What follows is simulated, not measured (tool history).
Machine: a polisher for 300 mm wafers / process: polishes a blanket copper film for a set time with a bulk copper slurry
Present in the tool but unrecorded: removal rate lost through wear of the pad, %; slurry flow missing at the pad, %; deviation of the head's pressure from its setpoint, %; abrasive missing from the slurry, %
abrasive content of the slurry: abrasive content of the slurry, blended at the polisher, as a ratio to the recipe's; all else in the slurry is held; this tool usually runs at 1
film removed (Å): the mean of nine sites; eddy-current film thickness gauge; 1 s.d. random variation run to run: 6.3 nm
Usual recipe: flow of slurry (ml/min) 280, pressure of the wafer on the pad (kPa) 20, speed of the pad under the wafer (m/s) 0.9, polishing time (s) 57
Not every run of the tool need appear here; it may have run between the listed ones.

run    hour  flow of slurry (ml/min)  pressure of the wafer on the pad (kPa)  speed of the pad under the wafer (m/s)  abrasive content of the slurry  polishing time (s)  wafers since the last listed run  wafers polished on this pad  hours since the slurry nozzle was cleaned  hours since the head pressure was calibrated  hours since the slurry blender was calibrated  incoming thickness of the incoming film, nm  film removed (Å)
  1       0                      280                                      20                                     0.9                               1                  57                                 0                          397                                      118.5                                         356.2                                          194.5                                       3416.9              5806
  2    31.6                      280                                      20                                     0.9                               1                  57                               183                          581                                      150.1                                         387.8                                          226.1                                       3360.6              5704
       54.5  -- slurry blender recalibrated
  3    56.3                      280                                      20                                     0.9                               1                  57                               132                          713                                      174.8                                         412.5                                            1.8                                       3401.6              5800
  4    86.8                      315                                      20                                     0.9                               1                  57                               177                          890                                      205.3                                           443                                           32.3                                       3360.5              5864
  5   158.8                      315                                      20                                     0.9                               1                  57                               418                         1309                                      277.3                                           515                                          104.3                                       3358.2              5761
      187.2  -- worn pad replaced by a new one
  6     192                      315                                      20                                     0.9                               1                  57                               169                           27                                      310.5                                         548.2                                          137.5                                       3361.7              5828
        219  -- slurry nozzle cleaned
  7   256.1                      280                                      20                                     0.9                               1                  57                               367                          395                                       37.1                                         612.3                                          201.6                                       3436.9              5814
      292.8  -- slurry blender recalibrated
  8   324.5                      280                                      20                                     0.9                               1                  57                               386                          781                                      105.5                                         680.7                                           31.7                                       3443.2              5706
  9   368.3                      280                                      20                                     0.9                               1                  57                               254                         1036                                      149.3                                         724.5                                           75.5                                       3399.8              5690
      416.9  -- worn pad replaced by a new one
 10   480.4                      280                                      20                                     0.9                               1                  57                               628                          369                                      261.4                                         836.6                                          187.6                                       3423.6              5698
      542.5  -- slurry blender recalibrated
 11   543.3                      280                                      20                                     0.9                               1                  57                               354                          723                                      324.3                                         899.5                                            0.8                                       3430.1              5796
      559.2  -- slurry nozzle cleaned
 12   582.1                      280                                      20                                     0.9                               1                  57                               219                          943                                       22.9                                         938.3                                           39.6                                       3336.1              5797
        603  -- head pressure recalibrated
 13   616.3                      365                                      20                                     0.9                               1                  65                               187                         1130                                       57.1                                          13.3                                           73.8                                       3332.6              6625
      624.7  -- worn pad replaced by a new one
 14   658.2                      355                                    23.4                                     0.9                            1.15                  57                               220                          194                                         99                                          55.2                                          115.7                                       3424.1              7101
 15   715.4                      280                                    25.5                                       1                             0.8                  75                               332                          527                                      156.2                                         112.4                                          172.9                                       3348.3              9762
 16   747.2                      280                                    14.5                                    0.66                             0.9                  70                               184                          712                                        188                                         144.2                                          204.7                                         3322              4231
 17   795.1                      280                                      20                                     0.9                               1                  57                               278                          991                                      235.9                                         192.1                                          252.6                                       3340.2              5863
      807.3  -- slurry blender recalibrated
 18   854.2                      280                                      20                                     0.9                               1                  57                               332                         1323                                        295                                         251.2                                           46.9                                         3366              5726
      889.4  -- worn pad replaced by a new one
 19   898.2                      190                                      20                                     0.6                             0.9                  76                               232                           51                                        339                                         295.2                                           90.9                                       3392.3              5881
      923.1  -- slurry nozzle cleaned
 20   959.6                      200                                    22.8                                     0.8                               1                  57                               351                          402                                       36.5                                         356.6                                          152.3                                       3398.1              5996
     1020.1  -- slurry blender recalibrated
 21  1020.5                      375                                      20                                     0.9                             0.8                  65                               342                          745                                       97.4                                         417.5                                            0.4                                         3413              6398
 22  1057.1                      330                                    13.8                                     0.9                            0.75                  63                               212                          958                                        134                                         454.1                                             37                                         3404              4234
     1124.4  -- worn pad replaced by a new one
 23  1124.9                      280                                      20                                     0.9                               1                  57                               371                            2                                      201.8                                         521.9                                          104.8                                       3367.2              5661

Run 24 comes next. What will it give?
 24  1153.4                      320                                    15.2                                    1.02                               1                  57                               165                          168                                      230.3                                         550.4                                          133.3                                       3360.3                 ?

film removed (Å): 4823
Without the tool's hidden state the same run would have given film removed (Å) 4823.

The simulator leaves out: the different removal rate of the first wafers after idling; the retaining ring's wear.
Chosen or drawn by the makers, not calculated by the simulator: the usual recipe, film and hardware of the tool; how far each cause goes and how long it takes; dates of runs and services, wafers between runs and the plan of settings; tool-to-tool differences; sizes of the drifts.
